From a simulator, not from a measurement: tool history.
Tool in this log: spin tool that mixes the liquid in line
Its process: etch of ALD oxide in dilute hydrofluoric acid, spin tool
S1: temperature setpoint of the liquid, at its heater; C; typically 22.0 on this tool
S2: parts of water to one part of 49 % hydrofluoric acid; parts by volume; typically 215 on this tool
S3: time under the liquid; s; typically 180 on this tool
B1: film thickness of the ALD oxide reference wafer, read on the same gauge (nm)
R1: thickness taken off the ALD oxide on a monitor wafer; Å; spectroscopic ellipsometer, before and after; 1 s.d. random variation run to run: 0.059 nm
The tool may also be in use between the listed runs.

run	day	S1	S2	S3	B1	R1
1	0.000	22.0	215	180	149.99	111.2
2	1.483	22.0	215	180	150.01	111.3
3	2.092	22.0	215	180	150.01	110.4
4	2.779	22.0	215	180	149.98	111.0
5	3.858	22.0	215	180	149.97	111.5
6	4.750	22.0	215	180	149.97	109.8
7	5.575	22.0	215	180	150.00	110.1
8	6.862	19.0	155	180	149.99	144.5
9	8.304	19.0	155	180	150.01	145.6
10	9.704	22.0	215	100	150.00	61.1
11	10.525	22.0	215	100	150.06	61.2
# day 10.717: hydrofluoric acid flow meter replaced
12	11.692	22.0	215	100	150.02	61.2
13	12.221	19.5	215	180	149.99	99.2
14	12.846	22.0	215	180	149.98	110.4
15	13.475	22.0	165	280	149.97	235.2
# day 14.217: thermometer replaced
16	14.912	19.5	215	225	149.99	123.8
17	16.396	22.0	125	180	149.97	206.4

Predict the results of run 18:
18	17.475	22.0	215	80	?	?

Run 18 came out at B1 149.97, R1 49.2 Å.
The same run, on a tool lacking any hidden state, would have yielded R1 49.2 Å.
